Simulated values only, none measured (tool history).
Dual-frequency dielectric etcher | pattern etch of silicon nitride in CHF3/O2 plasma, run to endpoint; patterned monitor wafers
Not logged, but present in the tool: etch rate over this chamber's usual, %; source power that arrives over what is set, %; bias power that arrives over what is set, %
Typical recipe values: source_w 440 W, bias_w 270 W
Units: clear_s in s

run	hour	source_w	bias_w	wafers since the last listed run	hours since the last wet clean	hours since the last source power generator calibration	hours since the last bias power generator calibration	hours since the last upper electrode change	incoming incoming film thickness, nm	clear_s
1	0	440	232	0	42.6	3013.6	2906.5	3602.2	70.6	48.1
2	66.6	410	270	506	109.2	3080.2	2973.1	3668.8	69.9	46.9
3	131.7	410	270	495	174.3	3145.3	3038.2	3733.9	70.9	46.8
4	188.2	520	287	429	230.8	3201.8	3094.7	3790.4	70.7	41.3
5	238.2	440	270	380	280.8	3251.8	3144.7	3840.4	70.7	45.9
6	344.8	440	270	810	387.4	3358.4	3251.3	3947	70.7	46.5
7	429.2	440	270	641	471.8	3442.8	3335.7	4031.4	71	47.1
8	488.5	440	270	451	531.1	3502.1	3395	4090.7	70.2	45.7
9	570.1	370	309	620	612.7	3583.7	3476.6	4172.3	70.9	48.5
10	630.8	370	309	461	673.4	3644.4	3537.3	4233	70.9	48.9
# hour 711.4: wet clean of the chamber
11	711.9	510	270	434	0.5	3725.5	3618.4	4314.1	70.6	42.6
12	780.6	440	294	522	69.2	3794.2	3687.1	4382.8	71.8	45.6
13	851.8	510	233	541	140.4	3865.4	3758.3	4454	71.2	45.2
14	934.7	340	331	630	223.3	3948.3	3841.2	4536.9	70.9	48.7
# hour 979.5: source power generator calibrated
15	1041.9	440	270	784	330.5	62.4	3948.4	4644.1	70.3	46.1
16	1135.8	400	229	714	424.4	156.3	4042.3	4738	70.9	51.5
17	1194.7	400	337	448	483.3	215.2	4101.2	4796.9	70.4	44.8
18	1234.8	440	270	305	523.4	255.3	4141.3	4837	70.9	46.9
# hour 1268: bias power generator calibrated
19	1322	390	252	632	610.6	342.5	54	4924.2	70.7	50.8
# hour 1362.1: wet clean of the chamber
20	1412.5	440	270	505	50.4	433	144.5	5014.7	70.4	46
21	1476.7	340	327	488	114.6	497.2	208.7	5078.9	70.5	48.3
# hour 1564.5: upper electrode replaced
22	1565	440	270	489	202.9	585.5	297	0.5	70.4	46.5
23	1648.3	530	270	633	286.2	668.8	380.3	83.8	70.5	42.6
24	1723.5	440	237	571	361.4	744	455.5	159	71.7	49.3
25	1774.2	390	333	385	412.1	794.7	506.2	209.7	71	45.6
26	1840.8	480	332	506	478.7	861.3	572.8	276.3	70.6	41.9
27	1891.7	530	324	387	529.6	912.2	623.7	327.2	70.4	40.1
28	1945.7	440	310	410	583.6	966.2	677.7	381.2	70.3	44.1
29	2045.6	470	316	759	683.5	1066.1	777.6	481.1	70.7	43.2
# hour 2115: wet clean of the chamber
30	2136.6	470	326	509	21.6	1157.1	868.6	572.1	70.4	41.4
31	2220.1	410	227	635	105.1	1240.6	952.1	655.6	70.5	50.9
32	2315.4	480	305	724	200.4	1335.9	1047.4	750.9	70.7	42.9
33	2365.6	480	224	381	250.6	1386.1	1097.6	801.1	70.5	47.3
34	2426.7	380	270	464	311.7	1447.2	1158.7	862.2	71.3	50.5
35	2469.4	390	337	324	354.4	1489.9	1201.4	904.9	70.4	44.9

Alternative continuations, all from the tool just after run 35; predict every row:
A	2469.8	440	225	3	354.8	1490.3	1201.8	905.3	70.6	?
B	2469.8	360	252	3	354.8	1490.3	1201.8	905.3	70.6	?
C	2469.8	390	238	3	354.8	1490.3	1201.8	905.3	70.6	?
D	2469.8	440	211	3	354.8	1490.3	1201.8	905.3	70.6	?

run	clear_s
A	49.7
B	52.6
C	51.6
D	50.7
Without the tool's unlogged condition, the same runs would have read:
run	clear_s
A	48.8
B	51.7
C	50.7
D	49.8

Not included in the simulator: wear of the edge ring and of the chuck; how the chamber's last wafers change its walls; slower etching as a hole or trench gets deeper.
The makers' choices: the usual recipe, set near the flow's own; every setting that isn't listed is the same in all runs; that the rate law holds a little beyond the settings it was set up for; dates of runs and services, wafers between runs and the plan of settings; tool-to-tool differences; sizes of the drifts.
